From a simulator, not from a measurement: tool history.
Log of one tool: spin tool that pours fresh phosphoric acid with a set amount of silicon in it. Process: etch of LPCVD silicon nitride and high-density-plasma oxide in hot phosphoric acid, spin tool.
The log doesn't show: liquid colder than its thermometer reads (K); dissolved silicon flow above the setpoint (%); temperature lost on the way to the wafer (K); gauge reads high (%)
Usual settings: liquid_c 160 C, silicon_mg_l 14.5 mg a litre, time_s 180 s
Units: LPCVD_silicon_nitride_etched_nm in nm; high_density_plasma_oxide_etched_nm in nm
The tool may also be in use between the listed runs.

| run | day | liquid_c | silicon_mg_l | time_s | wafers since the last listed run | hours since the thermometer was replaced | hours since the dissolved silicon flow meter was replaced | hours since the heated supply line was repaired | hours since the gauge calibration | read-back film thickness of the LPCVD silicon nitride reference wafer, read on the same gauge (nm) | read-back film thickness of the high-density-plasma oxide reference wafer, read on the same gauge (nm) | LPCVD_silicon_nitride_etched_nm | high_density_plasma_oxide_etched_nm |
|---|---|---|---|---|---|---|---|---|---|---|---|---|---|
| 1 | 0 | 161.5 | 14.5 | 180 | 0 | 1419.3 | 2377.3 | 2143.1 | 204.8 | 100.01 | 119.967 | 10.87 | 0.296 |
|  | 0.188 | dissolved silicon flow meter replaced |
| 2 | 0.45 | 160 | 14.5 | 180 | 57 | 1430.1 | 6.3 | 2153.9 | 215.6 | 100.02 | 119.988 | 10.02 | 0.305 |
| 3 | 2.012 | 160 | 14.5 | 180 | 219 | 1467.6 | 43.8 | 2191.4 | 253.1 | 99.96 | 119.996 | 9.81 | 0.267 |
| 4 | 2.312 | 161 | 14.5 | 180 | 42 | 1474.8 | 51 | 2198.6 | 260.3 | 100.03 | 119.998 | 10.5 | 0.305 |
| 5 | 2.858 | 161 | 14.5 | 180 | 76 | 1487.9 | 64.1 | 2211.7 | 273.4 | 99.98 | 119.995 | 10.39 | 0.289 |
| 6 | 3.221 | 161.5 | 7 | 180 | 50 | 1496.6 | 72.8 | 2220.4 | 282.1 | 100.03 | 120.011 | 10.56 | 0.39 |
|  | 3.4 | thermometer replaced |
| 7 | 3.562 | 160 | 14.5 | 180 | 42 | 3.9 | 81 | 2228.6 | 290.3 | 99.93 | 120.009 | 11.43 | 0.349 |
| 8 | 4.008 | 160 | 17.5 | 180 | 62 | 14.6 | 91.7 | 2239.3 | 301 | 100.01 | 120.017 | 11.31 | 0.301 |
| 9 | 4.362 | 158 | 14.5 | 180 | 49 | 23.1 | 100.2 | 2247.8 | 309.5 | 99.97 | 120.017 | 10.2 | 0.311 |
| 10 | 5.025 | 160 | 20.5 | 180 | 93 | 39 | 116.1 | 2263.7 | 325.4 | 100.01 | 119.986 | 11.32 | 0.307 |
| 11 | 5.292 | 158 | 22 | 135 | 37 | 45.4 | 122.5 | 2270.1 | 331.8 | 99.98 | 119.985 | 7.64 | 0.19 |
| 12 | 5.842 | 160 | 18 | 280 | 77 | 58.6 | 135.7 | 2283.3 | 345 | 100 | 119.999 | 17.63 | 0.495 |
| 13 | 6.275 | 160 | 21 | 230 | 60 | 69 | 146.1 | 2293.7 | 355.4 | 99.97 | 119.997 | 14.41 | 0.406 |
|  | 6.646 | heated supply line repaired |
| 14 | 6.896 | 157.5 | 24.5 | 70 | 81 | 83.9 | 161 | 6 | 370.3 | 100.01 | 119.975 | 4.72 | 0.122 |
|  | 7.371 | gauge calibrated |
| 15 | 7.375 | 160 | 14.5 | 180 | 67 | 95.4 | 172.5 | 17.5 | 0.1 | 99.93 | 120.023 | 13.24 | 0.507 |
| 16 | 8.042 | 161 | 11.5 | 90 | 93 | 111.4 | 188.5 | 33.5 | 16.1 | 99.97 | 120.002 | 6.84 | 0.278 |
| 17 | 8.35 | 162 | 14.5 | 285 | 43 | 118.8 | 195.9 | 40.9 | 23.5 | 99.98 | 119.992 | 22.27 | 0.893 |
| 18 | 9.079 | 158.5 | 18.5 | 145 | 102 | 136.3 | 213.4 | 58.4 | 41 | 100.02 | 120.009 | 10.13 | 0.28 |
| 19 | 9.442 | 160 | 14.5 | 180 | 50 | 145 | 222.1 | 67.1 | 49.7 | 100 | 119.994 | 13.05 | 0.463 |
| 20 | 9.7 | 158 | 8 | 125 | 36 | 151.2 | 228.3 | 73.3 | 55.9 | 100.03 | 120.023 | 8.46 | 0.302 |
| 21 | 10.279 | 160 | 18.5 | 90 | 81 | 165.1 | 242.2 | 87.2 | 69.8 | 99.99 | 119.987 | 6.59 | 0.206 |
| 22 | 10.846 | 160 | 19.5 | 180 | 79 | 178.7 | 255.8 | 100.8 | 83.4 | 100.03 | 120.018 | 13.14 | 0.44 |

Forecast each of these 3 alternatives for the next run:
| A | 10.867 | 160 | 14.5 | 115 | 2 | 179.2 | 256.3 | 101.3 | 83.9 | ? | ? | ? | ? |
| B | 10.867 | 160 | 14.5 | 215 | 2 | 179.2 | 256.3 | 101.3 | 83.9 | ? | ? | ? | ? |
| C | 10.867 | 157 | 14.5 | 225 | 2 | 179.2 | 256.3 | 101.3 | 83.9 | ? | ? | ? | ? |

| run | read-back film thickness of the LPCVD silicon nitride reference wafer, read on the same gauge (nm) | read-back film thickness of the high-density-plasma oxide reference wafer, read on the same gauge (nm) | LPCVD_silicon_nitride_etched_nm | high_density_plasma_oxide_etched_nm |
|---|---|---|---|---|
| A | 100.01 | 119.993 | 8.34 | 0.298 |
| B | 100.01 | 119.993 | 15.6 | 0.557 |
| C | 100.01 | 119.993 | 14.74 | 0.466 |
Without the tool's hidden state the same runs would have given:
| run | LPCVD_silicon_nitride_etched_nm | high_density_plasma_oxide_etched_nm |
|---|---|---|
| A | 8.63 | 0.321 |
| B | 16.14 | 0.601 |
| C | 15.26 | 0.503 |

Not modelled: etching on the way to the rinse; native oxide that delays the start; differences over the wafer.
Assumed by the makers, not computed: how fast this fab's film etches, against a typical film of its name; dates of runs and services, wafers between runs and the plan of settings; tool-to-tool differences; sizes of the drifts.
